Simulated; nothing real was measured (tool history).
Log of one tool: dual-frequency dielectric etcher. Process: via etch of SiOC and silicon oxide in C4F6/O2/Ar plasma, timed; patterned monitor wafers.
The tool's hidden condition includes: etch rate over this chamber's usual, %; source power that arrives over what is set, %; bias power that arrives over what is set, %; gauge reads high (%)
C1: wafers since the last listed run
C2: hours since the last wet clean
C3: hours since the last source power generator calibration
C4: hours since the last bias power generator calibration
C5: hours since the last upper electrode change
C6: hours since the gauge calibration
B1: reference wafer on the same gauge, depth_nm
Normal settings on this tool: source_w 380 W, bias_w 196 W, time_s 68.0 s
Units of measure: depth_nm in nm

{"run": 1, "hour": 0.0, "source_w": 380, "bias_w": 169, "time_s": 68.0, "C1": 0, "C2": 323.3, "C3": 973.6, "C4": 2178.8, "C5": 4315.8, "C6": 388.9, "B1": 88.9, "depth_nm": 71.5}
{"hour": 74.2, "done": "wet clean of the chamber"}
{"run": 2, "hour": 74.7, "source_w": 380, "bias_w": 196, "time_s": 68.0, "C1": 680, "C2": 0.5, "C3": 1048.3, "C4": 2253.5, "C5": 4390.5, "C6": 463.6, "B1": 88.8, "depth_nm": 75.5}
{"run": 3, "hour": 118.4, "source_w": 380, "bias_w": 196, "time_s": 68.0, "C1": 586, "C2": 44.2, "C3": 1092.0, "C4": 2297.2, "C5": 4434.2, "C6": 507.3, "B1": 88.6, "depth_nm": 76.4}
{"run": 4, "hour": 142.8, "source_w": 430, "bias_w": 196, "time_s": 68.0, "C1": 327, "C2": 68.6, "C3": 1116.4, "C4": 2321.6, "C5": 4458.6, "C6": 531.7, "B1": 88.7, "depth_nm": 80.1}
{"run": 5, "hour": 194.3, "source_w": 380, "bias_w": 178, "time_s": 68.0, "C1": 691, "C2": 120.1, "C3": 1167.9, "C4": 2373.1, "C5": 4510.1, "C6": 583.2, "B1": 88.6, "depth_nm": 72.2}
{"run": 6, "hour": 238.5, "source_w": 380, "bias_w": 178, "time_s": 68.0, "C1": 593, "C2": 164.3, "C3": 1212.1, "C4": 2417.3, "C5": 4554.3, "C6": 627.4, "B1": 88.8, "depth_nm": 72.3}
{"run": 7, "hour": 274.8, "source_w": 380, "bias_w": 177, "time_s": 68.0, "C1": 487, "C2": 200.6, "C3": 1248.4, "C4": 2453.6, "C5": 4590.6, "C6": 663.7, "B1": 88.7, "depth_nm": 72.3}
{"run": 8, "hour": 339.5, "source_w": 380, "bias_w": 177, "time_s": 68.0, "C1": 868, "C2": 265.3, "C3": 1313.1, "C4": 2518.3, "C5": 4655.3, "C6": 728.4, "B1": 88.7, "depth_nm": 72.9}
{"hour": 506.5, "done": "wet clean of the chamber"}
{"run": 9, "hour": 543.4, "source_w": 380, "bias_w": 196, "time_s": 68.0, "C1": 2415, "C2": 36.9, "C3": 1517.0, "C4": 2722.2, "C5": 4859.2, "C6": 932.3, "B1": 88.6, "depth_nm": 76.1}
{"run": 10, "hour": 606.9, "source_w": 380, "bias_w": 196, "time_s": 68.0, "C1": 852, "C2": 100.4, "C3": 1580.5, "C4": 2785.7, "C5": 4922.7, "C6": 995.8, "B1": 88.8, "depth_nm": 76.0}
{"hour": 687.1, "done": "upper electrode replaced"}
{"run": 11, "hour": 687.6, "source_w": 380, "bias_w": 196, "time_s": 68.0, "C1": 761, "C2": 181.1, "C3": 1661.2, "C4": 2866.4, "C5": 0.5, "C6": 1076.5, "B1": 88.6, "depth_nm": 76.1}
{"hour": 695.7, "done": "gauge calibrated"}
{"run": 12, "hour": 725.4, "source_w": 290, "bias_w": 196, "time_s": 52.0, "C1": 507, "C2": 218.9, "C3": 1699.0, "C4": 2904.2, "C5": 38.3, "C6": 29.7, "B1": 88.8, "depth_nm": 52.1}
{"run": 13, "hour": 786.3, "source_w": 310, "bias_w": 196, "time_s": 58.5, "C1": 817, "C2": 279.8, "C3": 1759.9, "C4": 2965.1, "C5": 99.2, "C6": 90.6, "B1": 88.7, "depth_nm": 60.7}
{"run": 14, "hour": 821.3, "source_w": 330, "bias_w": 196, "time_s": 68.0, "C1": 469, "C2": 314.8, "C3": 1794.9, "C4": 3000.1, "C5": 134.2, "C6": 125.6, "B1": 88.7, "depth_nm": 72.6}
{"hour": 887.6, "done": "wet clean of the chamber"}
{"run": 15, "hour": 888.1, "source_w": 380, "bias_w": 196, "time_s": 52.5, "C1": 574, "C2": 0.5, "C3": 1861.7, "C4": 3066.9, "C5": 201.0, "C6": 192.4, "B1": 88.8, "depth_nm": 58.8}
{"hour": 911.4, "done": "source power generator calibrated"}
{"run": 16, "hour": 925.7, "source_w": 380, "bias_w": 196, "time_s": 68.0, "C1": 451, "C2": 38.1, "C3": 14.3, "C4": 3104.5, "C5": 238.6, "C6": 230.0, "B1": 88.8, "depth_nm": 76.1}
{"hour": 948.3, "done": "bias power generator calibrated"}
{"run": 17, "hour": 976.7, "source_w": 380, "bias_w": 241, "time_s": 51.5, "C1": 631, "C2": 89.1, "C3": 65.3, "C4": 28.4, "C5": 289.6, "C6": 281.0, "B1": 88.8, "depth_nm": 63.5}
{"run": 18, "hour": 1012.0, "source_w": 460, "bias_w": 196, "time_s": 57.0, "C1": 473, "C2": 124.4, "C3": 100.6, "C4": 63.7, "C5": 324.9, "C6": 316.3, "B1": 88.6, "depth_nm": 69.7}
{"run": 19, "hour": 1084.0, "source_w": 380, "bias_w": 178, "time_s": 68.0, "C1": 966, "C2": 196.4, "C3": 172.6, "C4": 135.7, "C5": 396.9, "C6": 388.3, "B1": 88.7, "depth_nm": 73.9}
{"run": 20, "hour": 1125.3, "source_w": 380, "bias_w": 196, "time_s": 68.0, "C1": 554, "C2": 237.7, "C3": 213.9, "C4": 177.0, "C5": 438.2, "C6": 429.6, "B1": 88.8, "depth_nm": 77.1}
{"run": 21, "hour": 1155.8, "source_w": 280, "bias_w": 196, "time_s": 68.0, "C1": 409, "C2": 268.2, "C3": 244.4, "C4": 207.5, "C5": 468.7, "C6": 460.1, "B1": 88.7, "depth_nm": 67.2}
{"run": 22, "hour": 1187.5, "source_w": 380, "bias_w": 196, "time_s": 68.0, "C1": 425, "C2": 299.9, "C3": 276.1, "C4": 239.2, "C5": 500.4, "C6": 491.8, "B1": 88.6, "depth_nm": 77.7}

Consider 3 possible next runs. They are alternatives, not a sequence: every one starts from the tool as it was left by run 22. What does each give?
{"run": "A", "hour": 1187.9, "source_w": 380, "bias_w": 243, "time_s": 68.0, "C1": 5, "C2": 300.3, "C3": 276.5, "C4": 239.6, "C5": 500.8, "C6": 492.2, "B1": "?", "depth_nm": "?"}
{"run": "B", "hour": 1187.9, "source_w": 380, "bias_w": 196, "time_s": 59.0, "C1": 5, "C2": 300.3, "C3": 276.5, "C4": 239.6, "C5": 500.8, "C6": 492.2, "B1": "?", "depth_nm": "?"}
{"run": "C", "hour": 1187.9, "source_w": 340, "bias_w": 196, "time_s": 78.5, "C1": 5, "C2": 300.3, "C3": 276.5, "C4": 239.6, "C5": 500.8, "C6": 492.2, "B1": "?", "depth_nm": "?"}

run=A B1=88.7 depth_nm=86.7
run=B B1=88.7 depth_nm=67.8
run=C B1=88.7 depth_nm=85.7
Without the tool's unlogged condition, the same runs would have read:
run=A depth_nm=84.5
run=B depth_nm=66.0
run=C depth_nm=83.5

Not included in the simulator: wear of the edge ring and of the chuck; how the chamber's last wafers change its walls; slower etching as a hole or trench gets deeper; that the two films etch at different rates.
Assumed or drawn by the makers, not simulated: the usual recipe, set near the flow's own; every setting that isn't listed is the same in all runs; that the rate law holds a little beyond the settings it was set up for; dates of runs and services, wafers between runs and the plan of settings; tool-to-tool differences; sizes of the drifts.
